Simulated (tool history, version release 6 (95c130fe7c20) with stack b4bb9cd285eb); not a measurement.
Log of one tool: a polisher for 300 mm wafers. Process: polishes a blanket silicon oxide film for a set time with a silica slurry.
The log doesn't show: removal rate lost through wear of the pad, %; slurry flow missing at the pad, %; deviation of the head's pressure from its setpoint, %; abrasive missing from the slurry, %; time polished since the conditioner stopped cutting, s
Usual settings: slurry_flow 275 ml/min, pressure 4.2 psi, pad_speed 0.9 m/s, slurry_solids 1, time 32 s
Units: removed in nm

| run | day | slurry_flow | pressure | pad_speed | slurry_solids | time | wafers since the last listed run | wafers polished on this pad | hours since the slurry nozzle was cleaned | hours since the head pressure was calibrated | hours since the slurry blender was calibrated | hours since the conditioning disc was replaced | incoming thickness of the incoming film, nm | removed |
|---|---|---|---|---|---|---|---|---|---|---|---|---|---|---|
| 1 | 0 | 275 | 4.2 | 0.9 | 1 | 32 | 0 | 1107 | 575.1 | 411 | 10.4 | 265.6 | 1298.1 | 70.8 |
|  | 0.854 | worn pad replaced by a new one |
| 2 | 0.875 | 275 | 4.2 | 0.9 | 1 | 25 | 124 | 3 | 596.1 | 432 | 31.4 | 286.6 | 1305.3 | 63.4 |
| 3 | 1.288 | 275 | 4.2 | 0.9 | 1 | 25 | 72 | 76 | 606 | 441.9 | 41.3 | 296.5 | 1288.5 | 61 |
| 4 | 2.058 | 275 | 4.2 | 0.9 | 1 | 25 | 135 | 212 | 624.5 | 460.4 | 59.8 | 315 | 1295.1 | 61.2 |
| 5 | 2.596 | 275 | 3.7 | 1.04 | 1 | 32 | 94 | 306 | 637.4 | 473.3 | 72.7 | 327.9 | 1282.2 | 72.2 |
| 6 | 3.85 | 275 | 3.7 | 1.04 | 1 | 32 | 220 | 527 | 667.5 | 503.4 | 102.8 | 358 | 1276 | 70.2 |
|  | 3.95 | head pressure recalibrated |
| 7 | 4.467 | 275 | 3.9 | 0.9 | 1 | 32 | 93 | 620 | 682.3 | 12.4 | 117.6 | 372.8 | 1294.6 | 66.6 |
| 8 | 4.808 | 275 | 3.9 | 0.9 | 1 | 32 | 60 | 681 | 690.5 | 20.6 | 125.8 | 381 | 1271.1 | 66.2 |
|  | 6.371 | slurry blender recalibrated |
| 9 | 6.917 | 275 | 3.9 | 0.9 | 1 | 32 | 356 | 1037 | 741.1 | 71.2 | 13.1 | 431.6 | 1308.1 | 63.5 |
| 10 | 7.575 | 275 | 4.2 | 0.9 | 1 | 32 | 115 | 1153 | 756.9 | 87 | 28.9 | 447.4 | 1293.9 | 67.5 |
| 11 | 8.054 | 275 | 3.7 | 1.04 | 1 | 32 | 84 | 1237 | 768.4 | 98.5 | 40.4 | 458.9 | 1286.7 | 65.9 |
|  | 8.304 | worn pad replaced by a new one |
| 12 | 8.346 | 340 | 5.6 | 0.9 | 1.1 | 32 | 21 | 7 | 775.4 | 105.5 | 47.4 | 465.9 | 1289.9 | 106.7 |
| 13 | 9.033 | 275 | 4.2 | 0.9 | 1.25 | 32 | 120 | 128 | 791.9 | 122 | 63.9 | 482.4 | 1302.4 | 83.7 |
| 14 | 9.688 | 215 | 3.5 | 0.9 | 1.2 | 32 | 115 | 243 | 807.6 | 137.7 | 79.6 | 498.1 | 1319.5 | 68.3 |
|  | 9.958 | slurry nozzle cleaned |
|  | 10.171 | conditioning disc replaced and pad reconditioned |
| 15 | 10.417 | 275 | 4.2 | 0.9 | 0.85 | 32 | 106 | 349 | 11 | 155.2 | 97.1 | 5.9 | 1294.2 | 77.3 |
| 16 | 12.071 | 320 | 4.2 | 0.9 | 1 | 32 | 290 | 640 | 50.7 | 194.9 | 136.8 | 45.6 | 1292.6 | 82 |
| 17 | 12.554 | 275 | 4.2 | 1.02 | 1.1 | 23 | 85 | 725 | 62.3 | 206.5 | 148.4 | 57.2 | 1293.8 | 63 |
| 18 | 12.829 | 275 | 5.1 | 0.9 | 1 | 42 | 48 | 774 | 68.9 | 213.1 | 155 | 63.8 | 1299.7 | 122.7 |

How the hidden state differs across the entries between the runs, from the last listed run before each to the first after it:
Between runs 1 and 2: worn pad replaced by a new one (day 0.854)
  removal rate lost through wear of the pad, %: 14 -> 2.98; time polished since the conditioner stopped cutting, s: 149 -> 159
  measured less the result without the state, removed: -20 -> -9.1 nm
Between runs 6 and 7: head pressure recalibrated (day 3.95)
  removal rate lost through wear of the pad, %: 12.2 -> 13.1; time polished since the conditioner stopped cutting, s: 190 -> 197
  measured less the result without the state, removed: -20.2 -> -19.6 nm
Between runs 8 and 9: slurry blender recalibrated (day 6.371)
  removal rate lost through wear of the pad, %: 13.5 -> 15; time polished since the conditioner stopped cutting, s: 201 -> 223
  measured less the result without the state, removed: -20.1 -> -21.8 nm
Between runs 11 and 12: worn pad replaced by a new one (day 8.304)
  removal rate lost through wear of the pad, %: 15.4 -> 0.309; time polished since the conditioner stopped cutting, s: 236 -> 239
  measured less the result without the state, removed: -24.4 -> -22.2 nm
Between runs 14 and 15: slurry nozzle cleaned (day 9.958); conditioning disc replaced and pad reconditioned (day 10.171)
  removal rate lost through wear of the pad, %: 5.79 -> 7.72; time polished since the conditioner stopped cutting, s: 253 -> 52
  measured less the result without the state, removed: -14.7 -> -9.6 nm
